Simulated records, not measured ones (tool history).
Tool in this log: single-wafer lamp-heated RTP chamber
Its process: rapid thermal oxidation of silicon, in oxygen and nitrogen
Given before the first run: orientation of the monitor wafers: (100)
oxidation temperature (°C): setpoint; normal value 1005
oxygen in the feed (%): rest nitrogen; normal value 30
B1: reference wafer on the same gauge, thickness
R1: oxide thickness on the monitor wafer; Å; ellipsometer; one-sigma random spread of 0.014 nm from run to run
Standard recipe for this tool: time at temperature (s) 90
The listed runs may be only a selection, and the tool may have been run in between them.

Run 1, hour 0.0: usual settings but oxidation temperature (°C) 988; B1 6.122. Result: R1 47.66 Å.
Run 2, hour 47.6: usual settings; B1 6.115. Result: R1 53.56 Å.
Run 3, hour 117.8: usual settings; B1 6.114. Result: R1 53.98 Å.
Run 4, hour 184.4: usual settings but oxidation temperature (°C) 1018; B1 6.113. Result: R1 59.17 Å.
Run 5, hour 246.5: usual settings but oxidation temperature (°C) 1018; B1 6.118. Result: R1 59.51 Å.
Run 6, hour 328.9: usual settings but oxidation temperature (°C) 1018; B1 6.126. Result: R1 59.89 Å.
Run 7, hour 416.1: usual settings but oxygen in the feed (%) 43; B1 6.118. Result: R1 60.03 Å.
Run 8, hour 471.9: usual settings; B1 6.111. Result: R1 53.79 Å.
Run 9, hour 558.5: usual settings; B1 6.121. Result: R1 53.67 Å.
Run 10, hour 666.1: usual settings; B1 6.121. Result: R1 53.68 Å.
Run 11, hour 761.8: usual settings but oxidation temperature (°C) 1021; B1 6.115. Result: R1 59.75 Å.
Run 12, hour 811.3: usual settings but time at temperature (s) 124; B1 6.126. Result: R1 61.62 Å.
Run 13, hour 909.3: usual settings but oxidation temperature (°C) 983; B1 6.125. Result: R1 46.54 Å.
Run 14, hour 947.0: usual settings but oxidation temperature (°C) 983; B1 6.124. Result: R1 46.63 Å.
Run 15, hour 1012.5: usual settings; B1 6.130. Result: R1 52.71 Å.
Run 16, hour 1068.8: usual settings but oxidation temperature (°C) 987, time at temperature (s) 73, oxygen in the feed (%) 17; B1 6.118. Result: R1 36.86 Å.
Run 17, hour 1138.7: usual settings but oxidation temperature (°C) 1020, time at temperature (s) 130, oxygen in the feed (%) 47; B1 6.120. Result: R1 80.60 Å.
Run 18, hour 1246.5: usual settings but oxidation temperature (°C) 985, time at temperature (s) 65, oxygen in the feed (%) 50; B1 6.121. Result: R1 47.23 Å.
Run 19, hour 1284.3: usual settings but oxidation temperature (°C) 995, time at temperature (s) 111, oxygen in the feed (%) 17; B1 6.115. Result: R1 45.14 Å.
Run 20, hour 1352.0: usual settings; B1 6.118. Result: R1 52.97 Å.
Run 21, hour 1389.8: usual settings; B1 6.123. Result: R1 53.10 Å.
Run 22, hour 1480.7: usual settings but oxidation temperature (°C) 1035, oxygen in the feed (%) 19; B1 6.127. Result: R1 56.20 Å.
Run 23, hour 1569.9: usual settings but oxidation temperature (°C) 1032, time at temperature (s) 77; B1 6.116. Result: R1 60.45 Å.
Run 24, hour 1628.1: usual settings but oxidation temperature (°C) 996, oxygen in the feed (%) 17; B1 6.122. Result: R1 41.49 Å.
Run 25, hour 1666.5: usual settings but oxidation temperature (°C) 985, time at temperature (s) 66, oxygen in the feed (%) 54; B1 6.124. Result: R1 48.82 Å.
Run 26, hour 1705.4: usual settings; B1 6.116. Result: R1 52.57 Å.
Run 27, hour 1786.7: usual settings but oxygen in the feed (%) 17; B1 6.123. Result: R1 44.11 Å.
Run 28, hour 1891.1: usual settings but oxygen in the feed (%) 51; B1 6.111. Result: R1 63.51 Å.
Run 29, hour 1986.1: usual settings; B1 6.124. Result: R1 53.28 Å.
Run 30, hour 2039.6: usual settings but time at temperature (s) 54; B1 6.119. Result: R1 43.44 Å.
Run 31, hour 2144.2: usual settings; B1 6.122. Result: R1 53.70 Å.
Run 32, hour 2203.9: usual settings but time at temperature (s) 52; B1 6.114. Result: R1 42.99 Å.
Run 33, hour 2248.8: usual settings; B1 6.118. Result: R1 54.23 Å.
Run 34, hour 2327.7: usual settings; B1 6.121. Result: R1 54.79 Å.
Run 35, hour 2420.8: usual settings but oxidation temperature (°C) 1019, time at temperature (s) 64, oxygen in the feed (%) 17; B1 6.115. Result: R1 42.23 Å.
Run 36, hour 2466.2: usual settings but oxidation temperature (°C) 1030, time at temperature (s) 70; B1 6.121. Result: R1 56.15 Å.
Run 37, hour 2504.3: usual settings but oxidation temperature (°C) 994, time at temperature (s) 105, oxygen in the feed (%) 47; B1 6.118. Result: R1 60.80 Å.
Run 38, hour 2820.4: usual settings but oxidation temperature (°C) 993, time at temperature (s) 59, oxygen in the feed (%) 54; B1 6.124. Result: R1 49.88 Å.

Not shown: 6 entries that the log had between the listed runs. Between which runs, and how does the tool's hidden state differ before and after?
Logged between run 6 and run 7: pyrometer window cleaned and pyrometer calibrated (hour 370.9)
  true wafer temperature minus pyrometer reading, K: 4.26 -> 0.863; deviation of the oxygen flow from its setpoint, %: 4.44 -> 4.67
  the result without the hidden state subtracted from the measured one, R1: +2.32 -> +0.89 Å
Logged between run 10 and run 11: oxygen flow controller replaced (hour 761.3)
  true wafer temperature minus pyrometer reading, K: 1.73 -> 2.4; deviation of the oxygen flow from its setpoint, %: 5.35 -> -0.259
  the result without the hidden state subtracted from the measured one, R1: +1.26 -> +0.94 Å
Logged between run 14 and run 15: pyrometer window cleaned and pyrometer calibrated (hour 982.8)
  true wafer temperature minus pyrometer reading, K: 4.22 -> 0.117; deviation of the oxygen flow from its setpoint, %: -0.247 -> -0.237
  the result without the hidden state subtracted from the measured one, R1: +1.26 -> +0.02 Å
Logged between run 18 and run 19: gauge calibrated (hour 1263.7)
  true wafer temperature minus pyrometer reading, K: 0.816 -> 1.03; deviation of the oxygen flow from its setpoint, %: -0.175 -> -0.161
  the result without the hidden state subtracted from the measured one, R1: +0.25 -> +0.28 Å
Logged between run 23 and run 24: pyrometer window cleaned and pyrometer calibrated (hour 1611.2)
  true wafer temperature minus pyrometer reading, K: 3.62 -> 0.215; deviation of the oxygen flow from its setpoint, %: -0.0255 -> 0.00936
  the result without the hidden state subtracted from the measured one, R1: +1.45 -> +0.05 Å
Logged between run 34 and run 35: pyrometer window cleaned and pyrometer calibrated (hour 2370.6)
  true wafer temperature minus pyrometer reading, K: 5.44 -> 0.11; deviation of the oxygen flow from its setpoint, %: 0.618 -> 0.725
  the result without the hidden state subtracted from the measured one, R1: +2.08 -> +0.10 Å
